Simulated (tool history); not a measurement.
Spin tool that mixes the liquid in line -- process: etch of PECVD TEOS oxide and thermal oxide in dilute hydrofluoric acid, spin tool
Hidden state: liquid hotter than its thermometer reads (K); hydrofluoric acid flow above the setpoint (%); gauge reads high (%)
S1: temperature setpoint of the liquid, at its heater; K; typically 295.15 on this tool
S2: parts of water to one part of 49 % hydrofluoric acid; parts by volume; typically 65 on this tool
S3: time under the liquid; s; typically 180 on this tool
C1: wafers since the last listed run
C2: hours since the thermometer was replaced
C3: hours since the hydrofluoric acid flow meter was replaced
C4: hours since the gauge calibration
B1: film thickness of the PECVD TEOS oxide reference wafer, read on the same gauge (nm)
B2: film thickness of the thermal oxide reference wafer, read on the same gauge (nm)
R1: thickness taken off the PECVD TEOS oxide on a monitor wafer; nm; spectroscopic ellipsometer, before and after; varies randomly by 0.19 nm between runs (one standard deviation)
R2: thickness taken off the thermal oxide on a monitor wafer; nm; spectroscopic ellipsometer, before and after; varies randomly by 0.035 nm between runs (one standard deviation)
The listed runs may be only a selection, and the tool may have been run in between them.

run   hour      S1  S2   S3   C1     C2     C3     C4      B1     B2     R1     R2
  1      0  297.65  65  180    0  303.6  512.8  268.9   148.1  39.51  33.58  12.21
  2     19  293.65  65  180  126  322.6  531.8  287.9  148.01  39.47  28.47  10.33
  3   44.5  293.65  65  180  169  348.1  557.3  313.4  147.79  39.43   28.3  10.34
  4   57.1  293.65  65  180   83  360.7  569.9    326  147.75  39.43  28.08  10.32
  5   92.7  295.15  45  180  237  396.3  605.5  361.6  147.51  39.34  44.94  16.31
  6  127.3  295.15  45  180  230  430.9  640.1  396.2  147.22  39.26  44.28  16.22
     201.2  -- thermometer replaced
  7  230.1  293.15  65  180  677   28.9  742.9    499  146.34  39.02  27.59     10
  8  265.5  293.15  65  180  235   64.3  778.3  534.4  145.93  38.91  27.41   9.99
  9  280.1  298.65  65  100   97   78.9  792.9    549  145.74  38.89  19.04   6.92
 10  318.1  295.15  65  180  253  116.9  830.9    587  145.31  38.77  29.73  10.82
 11  350.7  295.15  65  180  217  149.5  863.5  619.6  144.87  38.64  29.44  10.77
     356.4  -- hydrofluoric acid flow meter replaced
 12  372.9  295.15  65  180  141  171.7   16.5  641.8  144.61  38.56  29.96  10.78
     383.6  -- gauge calibrated
 13    396  298.65  65  100  153  194.8   39.6   12.4  150.06  40.02  19.69   7.14
 14    423  295.15  85  105  179  221.8   66.6   39.4  150.05  39.99  13.42   4.87
 15  452.5  297.65  45  280  196  251.3   96.1   68.9  149.98  39.99   78.9  28.35
 16  480.3  295.15  65  115  185  279.1  123.9   96.7  149.96  39.98  19.41   7.11
 17  505.8  295.15  65  180  169  304.6  149.4  122.2  149.84  39.96   30.7  11.23
 18  531.7  299.15  55  180  172  330.5  175.3  148.1   149.8  39.93  42.65  15.77
 19  562.3  295.15  65  180  203  361.1  205.9  178.7  149.74  39.91  30.73  11.09
 20  584.4  295.15  55   95  147  383.2    228  200.8   149.6  39.91  19.23   7.06
 21  605.7  292.65  80  105  141  404.5  249.3  222.1  149.56  39.88  12.72   4.68
 22  630.5  295.15  65  230  165  429.3  274.1  246.9  149.46  39.83  39.17  14.24
 23  668.6  292.65  65  180  253  467.4  312.2    285  149.22  39.77  27.44     10

What if the next run were any one of these 5? Each begins from the tool's condition after run 23:
  A  669.1  298.65  65  180   3  467.9  312.7  285.5   ?   ?   ?   ?
  B  669.1  296.65  65  180   3  467.9  312.7  285.5   ?   ?   ?   ?
  C  669.1  298.15  40  180   3  467.9  312.7  285.5   ?   ?   ?   ?
  D  669.1  291.65  40  260   3  467.9  312.7  285.5   ?   ?   ?   ?
  E  669.1  295.15  65  210   3  467.9  312.7  285.5   ?   ?   ?   ?

run      B1     B2     R1     R2
  A  149.19  39.77  35.29  12.85
  B  149.19  39.77  32.55  11.85
  C  149.19  39.77  58.14  21.17
  D  149.19  39.77  63.83  23.24
  E  149.19  39.77   35.7     13
Had the tool no hidden state, the same runs would have come out as:
run     R1     R2
  A  35.48  12.92
  B  32.72  11.91
  C  58.45  21.28
  D  64.17  23.37
  E  35.89  13.07

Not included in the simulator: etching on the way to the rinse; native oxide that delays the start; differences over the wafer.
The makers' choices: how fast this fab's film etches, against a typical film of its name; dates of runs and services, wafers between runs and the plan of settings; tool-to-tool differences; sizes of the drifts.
